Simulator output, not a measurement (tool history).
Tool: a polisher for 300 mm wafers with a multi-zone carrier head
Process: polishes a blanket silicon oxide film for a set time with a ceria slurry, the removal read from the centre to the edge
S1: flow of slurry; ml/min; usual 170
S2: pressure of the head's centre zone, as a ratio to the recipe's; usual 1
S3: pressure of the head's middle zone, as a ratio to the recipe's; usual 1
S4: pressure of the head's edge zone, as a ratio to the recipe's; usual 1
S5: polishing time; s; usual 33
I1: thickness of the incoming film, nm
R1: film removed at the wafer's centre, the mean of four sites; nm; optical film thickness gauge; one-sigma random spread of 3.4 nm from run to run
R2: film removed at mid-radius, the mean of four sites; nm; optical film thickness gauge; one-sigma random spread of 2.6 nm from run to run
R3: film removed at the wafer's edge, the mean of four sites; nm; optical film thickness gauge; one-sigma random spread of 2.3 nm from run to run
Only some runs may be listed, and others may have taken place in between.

Run 1, hour 0: usual settings but S1 200 ml/min, S2 1.05, S4 1.11, S5 40 s; I1 1152.8. Result: R1 343.1 nm, R2 323.9 nm, R3 345.9 nm.
At hour 28: carrier head's membrane replaced by a new one.
Run 2, hour 28.5: usual settings but S3 1.1, S5 38 s; I1 1187.4. Result: R1 291.6 nm, R2 328.1 nm, R3 308.6 nm.
At hour 35.2: worn pad replaced by a new one.
Run 3, hour 47.1: usual settings but S3 1.03, S4 0.95; I1 1152.6. Result: R1 254.1 nm, R2 266 nm, R3 260 nm.
Run 4, hour 66.8: usual settings but S1 195 ml/min, S2 0.92, S3 1.08; I1 1180.3. Result: R1 242.2 nm, R2 281.8 nm, R3 273.4 nm.
At hour 86.8: edge zone pressure recalibrated.
Run 5, hour 87.3: usual settings but S2 1.05, S4 0.91; I1 1151.3. Result: R1 267.1 nm, R2 258.6 nm, R3 254 nm.
Run 6, hour 106.2: usual settings but S2 1.1, S4 1.06; I1 1178.9. Result: R1 268.2 nm, R2 261 nm, R3 270.7 nm.
Run 7, hour 134.4: usual settings but S1 215 ml/min, S3 1.04, S4 1.06, S5 41 s; I1 1161.2. Result: R1 323.1 nm, R2 345.4 nm, R3 348 nm.
Run 8, hour 165.8: usual settings; I1 1170.8. Result: R1 254.7 nm, R2 255.7 nm, R3 264 nm.
Run 9, hour 196.4: usual settings; I1 1179.5. Result: R1 248.5 nm, R2 258.6 nm, R3 263.7 nm.
At hour 216.2: worn pad replaced by a new one.
Run 10, hour 216.7: usual settings but S3 0.94, S5 24 s; I1 1164.3. Result: R1 178.7 nm, R2 174.6 nm, R3 188.8 nm.
At hour 220.8: centre zone pressure recalibrated.
Run 11, hour 225.9: usual settings but S2 1.11, S3 0.92, S4 0.93; I1 1168.4. Result: R1 279.3 nm, R2 236.5 nm, R3 252 nm.
Run 12, hour 259.4: usual settings; I1 1176.7. Result: R1 245.2 nm, R2 252.6 nm, R3 260.5 nm.
At hour 265: slurry nozzle cleaned.
Run 13, hour 281.8: usual settings but S4 0.97; I1 1170. Result: R1 260.5 nm, R2 270.6 nm, R3 267.3 nm.
Run 14, hour 314.9: usual settings; I1 1168.9. Result: R1 255.5 nm, R2 265.7 nm, R3 266.6 nm.
Run 15, hour 338.4: usual settings but S1 225 ml/min; I1 1187.1. Result: R1 264.5 nm, R2 272.5 nm, R3 276.6 nm.
Run 16, hour 379.6: usual settings but S3 1.03; I1 1174.7. Result: R1 256.8 nm, R2 270.5 nm, R3 268.2 nm.
Run 17, hour 415.3: usual settings but S1 135 ml/min, S2 1.1, S3 0.95; I1 1175. Result: R1 268.2 nm, R2 240.4 nm, R3 261.2 nm.
Run 18, hour 435.2: usual settings but S2 0.88, S4 0.88, S5 42 s; I1 1172.5. Result: R1 284.5 nm, R2 336.6 nm, R3 319.9 nm.
At hour 455.7: worn pad replaced by a new one.
Run 19, hour 465.8: usual settings but S1 125 ml/min, S3 1.04, S5 24 s; I1 1176.4. Result: R1 170.2 nm, R2 185.9 nm, R3 187.4 nm.
Run 20, hour 480.2: usual settings but S1 150 ml/min, S4 1.12, S5 26 s; I1 1163.6. Result: R1 194.7 nm, R2 199.7 nm, R3 216.5 nm.
Run 21, hour 505.1: usual settings; I1 1162.5. Result: R1 249.8 nm, R2 261.4 nm, R3 266.3 nm.

Each row is a separate what-if for the run after 21, all from the same tool condition, not one after another. Results?
Run A, hour 505.5: usual settings; I1 1144.1. Result: R1 ?, R2 ?, R3 ?.
Run B, hour 505.5: usual settings but S2 0.94, S3 0.88; I1 1144.1. Result: R1 ?, R2 ?, R3 ?.
Run C, hour 505.5: usual settings but S2 1.08; I1 1144.1. Result: R1 ?, R2 ?, R3 ?.
Run D, hour 505.5: usual settings but S1 215 ml/min; I1 1144.1. Result: R1 ?, R2 ?, R3 ?.
Run E, hour 505.5: usual settings but S2 0.96; I1 1144.1. Result: R1 ?, R2 ?, R3 ?.

run     R1     R2     R3
  A  251.4  259.7  267.1
  B    236  233.4  267.5
  C  271.6  259.6  267.1
  D  262.5  269.8  274.6
  E  241.2  259.7  267.1
Had the tool no hidden state, the same runs would have come out as:
run     R1     R2     R3
  A  260.7  268.2  273.3
  B  244.7  241.1  273.8
  C  281.7    268  273.3
  D  270.3    277  279.9
  E  250.2  268.2  273.3

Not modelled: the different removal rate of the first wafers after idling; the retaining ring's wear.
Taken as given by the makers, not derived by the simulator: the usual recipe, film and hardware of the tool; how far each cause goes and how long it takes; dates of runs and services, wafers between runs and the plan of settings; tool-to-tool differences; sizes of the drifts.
